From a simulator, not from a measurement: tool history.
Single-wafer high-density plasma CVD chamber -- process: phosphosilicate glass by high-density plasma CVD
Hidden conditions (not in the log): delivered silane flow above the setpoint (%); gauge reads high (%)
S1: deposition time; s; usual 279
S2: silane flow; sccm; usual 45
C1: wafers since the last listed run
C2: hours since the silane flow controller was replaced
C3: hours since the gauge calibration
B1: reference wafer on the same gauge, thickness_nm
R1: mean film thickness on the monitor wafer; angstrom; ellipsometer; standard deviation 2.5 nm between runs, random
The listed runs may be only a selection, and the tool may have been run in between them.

run	hour	S1	S2	C1	C2	C3	B1	R1
1	0.0	279	45	0	2017.0	63.9	1129.855	12732.69
2	23.3	279	45	187	2040.3	87.2	1130.514	12688.56
3	40.1	279	45	135	2057.1	104.0	1130.024	12754.82
4	58.3	279	45	146	2075.3	122.2	1130.095	12753.90
5	71.0	279	45	102	2088.0	134.9	1129.530	12734.74
6	106.4	279	45	285	2123.4	170.3	1130.120	12780.80
7	135.1	279	45	231	2152.1	199.0	1130.266	12732.79
# hour 160.2: silane flow controller replaced
8	160.7	279	45	141	0.5	224.6	1129.514	12202.41
9	170.8	279	45	81	10.6	234.7	1129.853	12215.04
10	185.3	226	50	116	25.1	249.2	1129.522	10727.01
# hour 200.0: gauge calibrated
11	219.8	265	42	278	59.6	19.8	1129.910	11008.45
12	252.6	279	45	264	92.4	52.6	1130.205	12268.40
13	271.5	279	45	152	111.3	71.5	1130.614	12235.68
14	295.2	279	45	191	135.0	95.2	1129.561	12225.76
15	319.9	315	42	199	159.7	119.9	1129.858	13138.33
16	332.3	327	53	99	172.1	132.3	1129.756	16353.69
17	348.5	279	45	130	188.3	148.5	1129.394	12266.17
18	373.0	315	45	197	212.8	173.0	1129.375	13835.28
19	428.9	235	48	450	268.7	228.9	1130.031	10882.16

What the log doesn't show, run by run:
gauge reads high (%): 0 across all the runs
H1: delivered silane flow above the setpoint (%)
run	H1
1	5.86
2	5.93
3	5.98
4	6.03
5	6.07
6	6.17
7	6.26
8	0.367
9	0.397
10	0.441
11	0.544
12	0.642
13	0.699
14	0.77
15	0.844
16	0.881
17	0.929
18	1
19	1.17
